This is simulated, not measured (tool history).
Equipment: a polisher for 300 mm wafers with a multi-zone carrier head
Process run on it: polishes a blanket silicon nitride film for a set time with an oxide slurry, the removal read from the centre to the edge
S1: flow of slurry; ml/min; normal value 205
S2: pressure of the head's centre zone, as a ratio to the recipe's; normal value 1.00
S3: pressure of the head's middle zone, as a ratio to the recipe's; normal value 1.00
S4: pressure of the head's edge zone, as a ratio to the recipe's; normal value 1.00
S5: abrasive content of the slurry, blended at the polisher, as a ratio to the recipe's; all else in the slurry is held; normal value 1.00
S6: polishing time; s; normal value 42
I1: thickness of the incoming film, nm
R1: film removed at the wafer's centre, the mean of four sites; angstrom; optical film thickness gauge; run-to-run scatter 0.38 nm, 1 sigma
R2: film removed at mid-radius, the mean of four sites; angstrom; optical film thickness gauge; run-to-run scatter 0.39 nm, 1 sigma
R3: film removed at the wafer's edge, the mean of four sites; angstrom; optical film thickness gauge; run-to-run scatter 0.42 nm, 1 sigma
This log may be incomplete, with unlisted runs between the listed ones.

run,hour,S1,S2,S3,S4,S5,S6,I1,R1,R2,R3
1,0.0,205,1.00,1.00,1.00,1.00,42,266.9,271,276,288
2,22.0,205,1.00,1.00,1.00,1.00,42,269.1,276,271,293
3,38.1,205,1.00,1.00,1.00,1.00,38,269.3,247,245,261
# hour 47.4: worn pad replaced by a new one
# hour 48.2: slurry nozzle cleaned
4,63.7,205,1.00,1.00,1.00,1.00,38,274.2,264,272,270
5,97.9,205,1.08,1.00,1.00,1.00,42,267.1,322,290,298
6,117.0,205,1.00,1.00,1.00,1.30,42,266.7,315,324,307
# hour 158.2: centre zone pressure recalibrated
7,162.1,205,1.00,1.00,1.00,1.00,42,272.0,275,285,283
8,179.5,205,1.00,1.00,1.00,1.00,42,275.4,282,276,294
9,200.3,205,1.00,1.00,1.00,1.00,42,269.4,275,274,284
# hour 205.7: worn pad replaced by a new one
# hour 220.2: carrier head's membrane replaced by a new one
10,220.7,205,1.00,1.00,1.00,1.00,42,266.4,273,281,281
11,256.8,205,1.00,1.00,1.00,1.00,42,269.1,267,272,279
12,292.0,270,0.89,1.00,1.00,1.10,42,271.5,261,298,298
13,327.7,205,1.07,1.11,1.07,0.80,42,272.0,265,274,266
14,343.6,205,1.00,1.00,1.12,1.25,42,273.5,282,287,319
# hour 347.2: edge zone pressure recalibrated
# hour 360.0: slurry nozzle cleaned
15,366.4,205,1.00,1.00,1.00,1.00,42,268.7,307,311,304
# hour 383.4: worn pad replaced by a new one
16,393.2,250,1.00,1.00,1.00,1.00,42,271.9,301,310,309
17,417.5,205,1.00,1.00,1.00,1.00,49,271.6,340,347,349
18,446.9,205,1.00,1.00,1.04,1.00,42,269.5,292,288,299
# hour 481.3: centre zone pressure recalibrated
19,481.8,205,1.00,1.00,1.00,1.00,55,269.6,373,374,376
20,503.1,270,1.00,1.00,1.05,1.00,42,268.7,299,299,305
21,530.2,205,1.00,1.00,1.00,0.80,49,268.1,300,305,306

Here are 5 independent what-if runs from the current tool condition. What would each one return?
A,530.6,205,1.00,1.11,1.00,1.00,42,275.3,?,?,?
B,530.6,205,0.89,1.00,1.00,1.00,42,275.3,?,?,?
C,530.6,135,1.00,0.92,1.00,0.90,49,275.3,?,?,?
D,530.6,175,1.00,1.00,1.00,0.90,42,275.3,?,?,?
E,530.6,205,1.00,1.00,0.95,1.00,42,275.3,?,?,?

run,R1,R2,R3
A,273,315,283
B,243,288,284
C,267,268,295
D,252,268,267
E,273,288,277
Without the tool's unlogged condition, the same runs would have read:
run,R1,R2,R3
A,301,343,302
B,267,314,302
C,311,306,322
D,282,296,287
E,301,314,295
